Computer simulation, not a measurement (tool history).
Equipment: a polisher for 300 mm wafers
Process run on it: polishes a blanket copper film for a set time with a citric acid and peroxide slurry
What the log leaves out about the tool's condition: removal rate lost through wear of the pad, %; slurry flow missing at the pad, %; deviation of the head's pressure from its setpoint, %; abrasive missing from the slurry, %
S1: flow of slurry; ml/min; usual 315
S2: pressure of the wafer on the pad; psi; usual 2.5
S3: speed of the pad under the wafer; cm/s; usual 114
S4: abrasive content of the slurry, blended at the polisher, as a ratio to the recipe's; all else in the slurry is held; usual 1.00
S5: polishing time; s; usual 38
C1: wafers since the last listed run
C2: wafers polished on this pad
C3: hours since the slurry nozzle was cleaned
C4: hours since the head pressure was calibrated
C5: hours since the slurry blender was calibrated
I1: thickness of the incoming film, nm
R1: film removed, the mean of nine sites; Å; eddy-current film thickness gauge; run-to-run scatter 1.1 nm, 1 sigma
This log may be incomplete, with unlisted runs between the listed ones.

Run 1, hour 0.0: usual settings; C1 0; C2 1642; C3 467.9; C4 194.0; C5 166.5; I1 1012.5. Result: R1 824 Å.
At hour 14.6: worn pad replaced by a new one.
Run 2, hour 30.6: usual settings; C1 401; C2 242; C3 498.5; C4 224.6; C5 197.1; I1 1020.1. Result: R1 819 Å.
Run 3, hour 47.5: usual settings; C1 255; C2 497; C3 515.4; C4 241.5; C5 214.0; I1 1005.6. Result: R1 843 Å.
Run 4, hour 63.1: usual settings; C1 235; C2 732; C3 531.0; C4 257.1; C5 229.6; I1 1015.2. Result: R1 831 Å.
At hour 79.6: slurry blender recalibrated.
Run 5, hour 95.8: usual settings but S1 340 ml/min; C1 463; C2 1196; C3 563.7; C4 289.8; C5 16.2; I1 1005.1. Result: R1 849 Å.
Run 6, hour 115.4: usual settings but S1 340 ml/min; C1 295; C2 1491; C3 583.3; C4 309.4; C5 35.8; I1 1010.1. Result: R1 833 Å.
At hour 140.4: worn pad replaced by a new one.
Run 7, hour 140.9: usual settings but S1 340 ml/min; C1 324; C2 7; C3 608.8; C4 334.9; C5 61.3; I1 998.8. Result: R1 823 Å.
Run 8, hour 153.1: usual settings; C1 184; C2 191; C3 621.0; C4 347.1; C5 73.5; I1 1012.1. Result: R1 827 Å.
Run 9, hour 170.3: usual settings but S2 2.3 psi, S3 136 cm/s; C1 259; C2 451; C3 638.2; C4 364.3; C5 90.7; I1 994.5. Result: R1 934 Å.
Run 10, hour 184.9: usual settings; C1 220; C2 671; C3 652.8; C4 378.9; C5 105.3; I1 1015.5. Result: R1 816 Å.
At hour 192.6: head pressure recalibrated.
Run 11, hour 201.9: usual settings; C1 226; C2 897; C3 669.8; C4 9.3; C5 122.3; I1 1018.6. Result: R1 933 Å.
Run 12, hour 219.2: usual settings; C1 261; C2 1159; C3 687.1; C4 26.6; C5 139.6; I1 1015.8. Result: R1 935 Å.
Run 13, hour 245.2: usual settings but S1 355 ml/min; C1 392; C2 1551; C3 713.1; C4 52.6; C5 165.6; I1 1016.3. Result: R1 952 Å.
At hour 251.6: worn pad replaced by a new one.
At hour 269.1: head pressure recalibrated, repeated, since the last time left the tool worse.
Run 14, hour 281.1: usual settings but S1 355 ml/min; C1 451; C2 414; C3 749.0; C4 12.0; C5 201.5; I1 1018.5. Result: R1 866 Å.
Run 15, hour 298.6: usual settings; C1 264; C2 678; C3 766.5; C4 29.5; C5 219.0; I1 1014.0. Result: R1 857 Å.
Run 16, hour 314.6: usual settings but S1 245 ml/min, S2 1.6 psi, S3 90 cm/s, S4 0.80; C1 241; C2 920; C3 782.5; C4 45.5; C5 235.0; I1 1014.3. Result: R1 516 Å.
Run 17, hour 337.9: usual settings; C1 351; C2 1271; C3 805.8; C4 68.8; C5 258.3; I1 1006.5. Result: R1 853 Å.
At hour 341.5: slurry blender recalibrated.
At hour 370.8: worn pad replaced by a new one.
Run 18, hour 371.3: usual settings; C1 413; C2 7; C3 839.2; C4 102.2; C5 29.8; I1 1024.8. Result: R1 835 Å.
Run 19, hour 402.2: usual settings but S2 1.8 psi, S4 1.20, S5 29 s; C1 466; C2 474; C3 870.1; C4 133.1; C5 60.7; I1 999.3. Result: R1 554 Å.
At hour 404.3: slurry nozzle cleaned.
Run 20, hour 419.8: usual settings but S2 3.3 psi, S3 126 cm/s; C1 250; C2 724; C3 15.5; C4 150.7; C5 78.3; I1 1009.4. Result: R1 1088 Å.
Run 21, hour 439.4: usual settings but S2 2.8 psi, S3 146 cm/s, S5 49 s; C1 295; C2 1020; C3 35.1; C4 170.3; C5 97.9; I1 1003.1. Result: R1 1477 Å.
Run 22, hour 453.2: usual settings but S5 28 s; C1 208; C2 1228; C3 48.9; C4 184.1; C5 111.7; I1 998.9. Result: R1 605 Å.
At hour 474.2: worn pad replaced by a new one.
Run 23, hour 478.4: usual settings but S4 0.85; C1 319; C2 64; C3 74.1; C4 209.3; C5 136.9; I1 1010.8. Result: R1 815 Å.
Run 24, hour 504.3: usual settings but S1 365 ml/min, S2 1.9 psi; C1 390; C2 455; C3 100.0; C4 235.2; C5 162.8; I1 1016.4. Result: R1 718 Å.
Run 25, hour 533.6: usual settings; C1 442; C2 897; C3 129.3; C4 264.5; C5 192.1; I1 997.9. Result: R1 826 Å.
Run 26, hour 546.0: usual settings but S2 2.0 psi, S3 154 cm/s, S4 0.75, S5 30 s; C1 187; C2 1084; C3 141.7; C4 276.9; C5 204.5; I1 1007.5. Result: R1 749 Å.
Run 27, hour 563.1: usual settings but S2 2.0 psi, S5 48 s; C1 258; C2 1342; C3 158.8; C4 294.0; C5 221.6; I1 1031.5. Result: R1 914 Å.
At hour 580.3: worn pad replaced by a new one.
Run 28, hour 583.8: usual settings but S1 405 ml/min, S4 0.80; C1 252; C2 52; C3 179.5; C4 314.7; C5 242.3; I1 1008.5. Result: R1 807 Å.
Run 29, hour 604.4: usual settings but S1 280 ml/min, S4 0.75; C1 310; C2 363; C3 200.1; C4 335.3; C5 262.9; I1 1013.1. Result: R1 788 Å.

Below are 4 alternative next runs, each starting from the tool's condition after run 29. Predict each:
Run A, hour 604.8: usual settings; C1 6; C2 369; C3 200.5; C4 335.7; C5 263.3; I1 1001.3. Result: R1 ?.
Run B, hour 604.8: usual settings but S1 250 ml/min, S2 1.7 psi, S4 1.15; C1 6; C2 369; C3 200.5; C4 335.7; C5 263.3; I1 1001.3. Result: R1 ?.
Run C, hour 604.8: usual settings but S1 380 ml/min, S5 51 s; C1 6; C2 369; C3 200.5; C4 335.7; C5 263.3; I1 1001.3. Result: R1 ?.
Run D, hour 604.8: usual settings but S4 0.80, S5 49 s; C1 6; C2 369; C3 200.5; C4 335.7; C5 263.3; I1 1001.3. Result: R1 ?.

run    R1
  A   821
  B   672
  C  1113
  D  1028
Had the tool no hidden state, the same runs would have come out as:
run    R1
  A   866
  B   708
  C  1174
  D  1084
